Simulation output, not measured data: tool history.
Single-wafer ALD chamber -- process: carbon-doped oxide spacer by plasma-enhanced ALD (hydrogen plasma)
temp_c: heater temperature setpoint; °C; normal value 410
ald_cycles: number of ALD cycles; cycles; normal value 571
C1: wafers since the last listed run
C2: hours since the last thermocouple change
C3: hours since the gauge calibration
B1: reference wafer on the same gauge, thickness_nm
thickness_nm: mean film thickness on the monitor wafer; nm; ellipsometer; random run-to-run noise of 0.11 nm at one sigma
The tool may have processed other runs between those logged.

{"run": 1, "hour": 0.0, "temp_c": 410, "ald_cycles": 571, "C1": 0, "C2": 1298.7, "C3": 299.6, "B1": 35.42, "thickness_nm": 29.568}
{"run": 2, "hour": 58.9, "temp_c": 415, "ald_cycles": 620, "C1": 26, "C2": 1357.6, "C3": 358.5, "B1": 35.379, "thickness_nm": 31.95}
{"run": 3, "hour": 114.3, "temp_c": 410, "ald_cycles": 571, "C1": 25, "C2": 1413, "C3": 413.9, "B1": 35.456, "thickness_nm": 29.554}
{"run": 4, "hour": 193.0, "temp_c": 400, "ald_cycles": 571, "C1": 35, "C2": 1491.7, "C3": 492.6, "B1": 35.39, "thickness_nm": 30.555}
{"run": 5, "hour": 277.1, "temp_c": 400, "ald_cycles": 571, "C1": 38, "C2": 1575.8, "C3": 576.7, "B1": 35.325, "thickness_nm": 30.373}
{"run": 6, "hour": 360.8, "temp_c": 410, "ald_cycles": 571, "C1": 37, "C2": 1659.5, "C3": 660.4, "B1": 35.379, "thickness_nm": 29.65}
{"run": 7, "hour": 437.8, "temp_c": 410, "ald_cycles": 571, "C1": 34, "C2": 1736.5, "C3": 737.4, "B1": 35.395, "thickness_nm": 29.555}
{"run": 8, "hour": 538.8, "temp_c": 410, "ald_cycles": 571, "C1": 45, "C2": 1837.5, "C3": 838.4, "B1": 35.426, "thickness_nm": 29.849}
{"run": 9, "hour": 594.4, "temp_c": 410, "ald_cycles": 571, "C1": 25, "C2": 1893.1, "C3": 894, "B1": 35.383, "thickness_nm": 29.615}
{"run": 10, "hour": 666.1, "temp_c": 418, "ald_cycles": 613, "C1": 32, "C2": 1964.8, "C3": 965.7, "B1": 35.387, "thickness_nm": 31.096}
{"run": 11, "hour": 727.5, "temp_c": 410, "ald_cycles": 571, "C1": 27, "C2": 2026.2, "C3": 1027.1, "B1": 35.44, "thickness_nm": 29.662}
{"run": 12, "hour": 789.2, "temp_c": 410, "ald_cycles": 571, "C1": 27, "C2": 2087.9, "C3": 1088.8, "B1": 35.4, "thickness_nm": 29.344}
{"run": 13, "hour": 845.0, "temp_c": 410, "ald_cycles": 571, "C1": 25, "C2": 2143.7, "C3": 1144.6, "B1": 35.368, "thickness_nm": 29.634}
{"run": 14, "hour": 942.6, "temp_c": 410, "ald_cycles": 571, "C1": 44, "C2": 2241.3, "C3": 1242.2, "B1": 35.426, "thickness_nm": 29.464}
{"run": 15, "hour": 1039.4, "temp_c": 410, "ald_cycles": 635, "C1": 43, "C2": 2338.1, "C3": 1339, "B1": 35.384, "thickness_nm": 32.99}
{"run": 16, "hour": 1123.4, "temp_c": 410, "ald_cycles": 635, "C1": 38, "C2": 2422.1, "C3": 1423, "B1": 35.404, "thickness_nm": 33.183}
{"run": 17, "hour": 1198.9, "temp_c": 410, "ald_cycles": 571, "C1": 34, "C2": 2497.6, "C3": 1498.5, "B1": 35.408, "thickness_nm": 29.592}
{"hour": 1233.1, "done": "thermocouple changed; heater temperature recalibrated"}
{"run": 18, "hour": 1235.9, "temp_c": 410, "ald_cycles": 571, "C1": 13, "C2": 2.8, "C3": 1535.5, "B1": 35.391, "thickness_nm": 29.651}
{"run": 19, "hour": 1283.7, "temp_c": 410, "ald_cycles": 571, "C1": 21, "C2": 50.6, "C3": 1583.3, "B1": 35.384, "thickness_nm": 29.631}
{"run": 20, "hour": 1373.4, "temp_c": 410, "ald_cycles": 526, "C1": 40, "C2": 140.3, "C3": 1673, "B1": 35.348, "thickness_nm": 27.161}
{"run": 21, "hour": 1459.7, "temp_c": 410, "ald_cycles": 571, "C1": 39, "C2": 226.6, "C3": 1759.3, "B1": 35.47, "thickness_nm": 29.485}
{"run": 22, "hour": 1534.5, "temp_c": 410, "ald_cycles": 571, "C1": 33, "C2": 301.4, "C3": 1834.1, "B1": 35.393, "thickness_nm": 29.555}
{"run": 23, "hour": 1637.7, "temp_c": 406, "ald_cycles": 571, "C1": 46, "C2": 404.6, "C3": 1937.3, "B1": 35.411, "thickness_nm": 29.928}
{"hour": 1642.3, "done": "gauge calibrated"}
{"run": 24, "hour": 1707.7, "temp_c": 422, "ald_cycles": 571, "C1": 31, "C2": 474.6, "C3": 65.4, "B1": 35.344, "thickness_nm": 28.636}
{"run": 25, "hour": 1787.9, "temp_c": 410, "ald_cycles": 571, "C1": 36, "C2": 554.8, "C3": 145.6, "B1": 35.375, "thickness_nm": 29.45}
{"run": 26, "hour": 1890.4, "temp_c": 419, "ald_cycles": 622, "C1": 46, "C2": 657.3, "C3": 248.1, "B1": 35.377, "thickness_nm": 31.486}
{"run": 27, "hour": 1948.1, "temp_c": 410, "ald_cycles": 571, "C1": 26, "C2": 715, "C3": 305.8, "B1": 35.344, "thickness_nm": 29.583}
{"run": 28, "hour": 1995.1, "temp_c": 415, "ald_cycles": 529, "C1": 21, "C2": 762, "C3": 352.8, "B1": 35.4, "thickness_nm": 26.976}
{"run": 29, "hour": 2056.6, "temp_c": 418, "ald_cycles": 525, "C1": 27, "C2": 823.5, "C3": 414.3, "B1": 35.428, "thickness_nm": 26.523}
{"run": 30, "hour": 2164.5, "temp_c": 410, "ald_cycles": 571, "C1": 48, "C2": 931.4, "C3": 522.2, "B1": 35.371, "thickness_nm": 29.525}
{"run": 31, "hour": 2208.0, "temp_c": 410, "ald_cycles": 571, "C1": 19, "C2": 974.9, "C3": 565.7, "B1": 35.339, "thickness_nm": 29.683}
{"run": 32, "hour": 2288.1, "temp_c": 422, "ald_cycles": 479, "C1": 36, "C2": 1055, "C3": 645.8, "B1": 35.383, "thickness_nm": 23.997}
{"run": 33, "hour": 2342.8, "temp_c": 416, "ald_cycles": 485, "C1": 24, "C2": 1109.7, "C3": 700.5, "B1": 35.377, "thickness_nm": 24.789}
{"run": 34, "hour": 2392.2, "temp_c": 410, "ald_cycles": 571, "C1": 22, "C2": 1159.1, "C3": 749.9, "B1": 35.354, "thickness_nm": 29.533}
{"run": 35, "hour": 2483.6, "temp_c": 421, "ald_cycles": 477, "C1": 41, "C2": 1250.5, "C3": 841.3, "B1": 35.395, "thickness_nm": 23.973}
{"run": 36, "hour": 2561.5, "temp_c": 410, "ald_cycles": 571, "C1": 35, "C2": 1328.4, "C3": 919.2, "B1": 35.364, "thickness_nm": 29.585}
{"run": 37, "hour": 2612.9, "temp_c": 420, "ald_cycles": 571, "C1": 23, "C2": 1379.8, "C3": 970.6, "B1": 35.434, "thickness_nm": 28.906}
{"run": 38, "hour": 2664.8, "temp_c": 401, "ald_cycles": 507, "C1": 23, "C2": 1431.7, "C3": 1022.5, "B1": 35.416, "thickness_nm": 26.916}
{"run": 39, "hour": 2725.1, "temp_c": 410, "ald_cycles": 509, "C1": 27, "C2": 1492, "C3": 1082.8, "B1": 35.381, "thickness_nm": 26.516}
{"run": 40, "hour": 2799.9, "temp_c": 410, "ald_cycles": 571, "C1": 33, "C2": 1566.8, "C3": 1157.6, "B1": 35.365, "thickness_nm": 29.841}
{"run": 41, "hour": 2845.7, "temp_c": 396, "ald_cycles": 673, "C1": 20, "C2": 1612.6, "C3": 1203.4, "B1": 35.399, "thickness_nm": 35.899}
{"run": 42, "hour": 2885.2, "temp_c": 399, "ald_cycles": 614, "C1": 17, "C2": 1652.1, "C3": 1242.9, "B1": 35.415, "thickness_nm": 32.491}
{"run": 43, "hour": 2932.2, "temp_c": 401, "ald_cycles": 662, "C1": 21, "C2": 1699.1, "C3": 1289.9, "B1": 35.369, "thickness_nm": 35.261}
{"run": 44, "hour": 2969.0, "temp_c": 397, "ald_cycles": 484, "C1": 16, "C2": 1735.9, "C3": 1326.7, "B1": 35.429, "thickness_nm": 25.88}

Here are 4 independent what-if runs from the current tool condition. What would each one return?
{"run": "A", "hour": 2970.3, "temp_c": 399, "ald_cycles": 571, "C1": 0, "C2": 1737.2, "C3": 1328, "B1": "?", "thickness_nm": "?"}
{"run": "B", "hour": 2970.3, "temp_c": 404, "ald_cycles": 519, "C1": 0, "C2": 1737.2, "C3": 1328, "B1": "?", "thickness_nm": "?"}
{"run": "C", "hour": 2970.3, "temp_c": 419, "ald_cycles": 571, "C1": 0, "C2": 1737.2, "C3": 1328, "B1": "?", "thickness_nm": "?"}
{"run": "D", "hour": 2970.3, "temp_c": 420, "ald_cycles": 658, "C1": 0, "C2": 1737.2, "C3": 1328, "B1": "?", "thickness_nm": "?"}

run=A B1=35.4 thickness_nm=30.596
run=B B1=35.4 thickness_nm=27.442
run=C B1=35.4 thickness_nm=28.979
run=D B1=35.4 thickness_nm=33.301
What these runs would have given with no unlogged condition in the tool:
run=A thickness_nm=30.596
run=B thickness_nm=27.442
run=C thickness_nm=28.979
run=D thickness_nm=33.301
